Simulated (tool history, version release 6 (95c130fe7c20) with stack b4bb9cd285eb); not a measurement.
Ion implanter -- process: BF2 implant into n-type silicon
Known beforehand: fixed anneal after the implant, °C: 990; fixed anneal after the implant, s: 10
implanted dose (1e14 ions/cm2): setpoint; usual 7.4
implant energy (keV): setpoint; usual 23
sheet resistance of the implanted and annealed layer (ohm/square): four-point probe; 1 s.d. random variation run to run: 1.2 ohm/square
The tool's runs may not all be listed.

run,hour,implanted dose (1e14 ions/cm2),implant energy (keV),wafers since the last listed run,hours since the last dose calibration,hours since the extraction supply was calibrated,hours since the gauge calibration,"read-back reference wafer on the same gauge, sheet resistance",sheet resistance of the implanted and annealed layer (ohm/square)
1,0,6.95,23,0,703.6,5483.8,288.5,239.83,224.51
2,39.2,6.95,23,404,742.8,5523,327.7,240.36,224.7
3,325.4,6.95,23,2954,1029,5809.2,613.9,239.93,224.95
4,369.1,7.4,23,451,1072.7,5852.9,657.6,239.6,218.63
# hour 374.9: gauge calibrated
# hour 471.6: Faraday cup replaced and dose calibrated
5,472.1,7.4,23,980,0.5,5955.9,97.2,240.24,220.04
6,541.2,7.4,23,713,69.6,6025,166.3,239.87,218.88
# hour 626.7: extraction supply calibrated
7,632.5,6.78,23,859,160.9,5.8,257.6,240.15,224.31
8,676,7.4,23,448,204.4,49.3,301.1,240.12,220.73
9,737,6.3,29,629,265.4,110.3,362.1,239.95,214.3

Predict the results of run 10:
10,830.8,9.47,23,968,359.2,204.1,455.9,?,?

read-back reference wafer on the same gauge, sheet resistance: 239.76
sheet resistance of the implanted and annealed layer (ohm/square): 204.95
Without the tool's hidden state the same run would have given sheet resistance of the implanted and annealed layer (ohm/square) 204.95.
